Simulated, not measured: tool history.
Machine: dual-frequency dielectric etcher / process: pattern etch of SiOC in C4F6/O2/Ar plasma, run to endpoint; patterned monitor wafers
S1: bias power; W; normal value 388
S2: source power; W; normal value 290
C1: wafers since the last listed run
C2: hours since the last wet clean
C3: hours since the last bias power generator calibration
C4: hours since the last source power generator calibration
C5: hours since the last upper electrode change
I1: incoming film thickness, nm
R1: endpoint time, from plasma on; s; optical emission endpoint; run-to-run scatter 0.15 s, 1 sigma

run 1 hour=0 | S1=388 S2=310 | C1=0 C2=211.3 C3=3119 C4=4445.8 C5=4911.5 | I1=49.9 | R1=18.3
run 2 hour=72.6 | S1=343 S2=290 | C1=698 C2=283.9 C3=3191.6 C4=4518.4 C5=4984.1 | I1=50.6 | R1=20.2
run 3 hour=128.8 | S1=343 S2=290 | C1=540 C2=340.1 C3=3247.8 C4=4574.6 C5=5040.3 | I1=49.7 | R1=20
run 4 hour=210.9 | S1=360 S2=240 | C1=790 C2=422.2 C3=3329.9 C4=4656.7 C5=5122.4 | I1=50.3 | R1=20.5
-- hour=293.8 wet clean of the chamber
run 5 hour=294.3 | S1=360 S2=240 | C1=571 C2=0.5 C3=3413.3 C4=4740.1 C5=5205.8 | I1=50.9 | R1=21.4
-- hour=350.1 bias power generator calibrated
-- hour=354.8 source power generator calibrated
-- hour=376.8 upper electrode replaced, of another model than before
run 6 hour=377.3 | S1=360 S2=240 | C1=510 C2=83.5 C3=27.2 C4=22.5 C5=0.5 | I1=50.4 | R1=20.8
run 7 hour=405.5 | S1=388 S2=240 | C1=271 C2=111.7 C3=55.4 C4=50.7 C5=28.7 | I1=50.6 | R1=19.9
run 8 hour=446 | S1=317 S2=350 | C1=389 C2=152.2 C3=95.9 C4=91.2 C5=69.2 | I1=50.6 | R1=21.8
run 9 hour=511.9 | S1=473 S2=330 | C1=634 C2=218.1 C3=161.8 C4=157.1 C5=135.1 | I1=50.5 | R1=16.4
run 10 hour=603.2 | S1=424 S2=330 | C1=878 C2=309.4 C3=253.1 C4=248.4 C5=226.4 | I1=50.3 | R1=17.3
run 11 hour=669.9 | S1=434 S2=220 | C1=642 C2=376.1 C3=319.8 C4=315.1 C5=293.1 | I1=50.5 | R1=17.9
run 12 hour=706.2 | S1=360 S2=240 | C1=349 C2=412.4 C3=356.1 C4=351.4 C5=329.4 | I1=50.5 | R1=20
run 13 hour=795.9 | S1=450 S2=340 | C1=863 C2=502.1 C3=445.8 C4=441.1 C5=419.1 | I1=50.6 | R1=16.3
-- hour=855.8 wet clean of the chamber
run 14 hour=856.3 | S1=442 S2=220 | C1=350 C2=0.5 C3=506.2 C4=501.5 C5=479.5 | I1=50 | R1=18.6
run 15 hour=891.8 | S1=388 S2=330 | C1=341 C2=36 C3=541.7 C4=537 C5=515 | I1=49.5 | R1=18.7

5 options for the next run, each taken on its own from the tool as it stands now. Forecast them:
run A hour=892.2 | S1=388 S2=260 | C1=3 C2=36.4 C3=542.1 C4=537.4 C5=515.4 | I1=50.1 | R1=?
run B hour=892.2 | S1=359 S2=330 | C1=3 C2=36.4 C3=542.1 C4=537.4 C5=515.4 | I1=50.1 | R1=?
run C hour=892.2 | S1=358 S2=240 | C1=3 C2=36.4 C3=542.1 C4=537.4 C5=515.4 | I1=50.1 | R1=?
run D hour=892.2 | S1=310 S2=350 | C1=3 C2=36.4 C3=542.1 C4=537.4 C5=515.4 | I1=50.1 | R1=?
run E hour=892.2 | S1=336 S2=290 | C1=3 C2=36.4 C3=542.1 C4=537.4 C5=515.4 | I1=50.1 | R1=?

run=A R1=19.8
run=B R1=20.3
run=C R1=21.4
run=D R1=22.8
run=E R1=21.9
Without the tool's hidden state the same runs would have given:
run=A R1=19.8
run=B R1=20.3
run=C R1=21.4
run=D R1=22.8
run=E R1=21.9

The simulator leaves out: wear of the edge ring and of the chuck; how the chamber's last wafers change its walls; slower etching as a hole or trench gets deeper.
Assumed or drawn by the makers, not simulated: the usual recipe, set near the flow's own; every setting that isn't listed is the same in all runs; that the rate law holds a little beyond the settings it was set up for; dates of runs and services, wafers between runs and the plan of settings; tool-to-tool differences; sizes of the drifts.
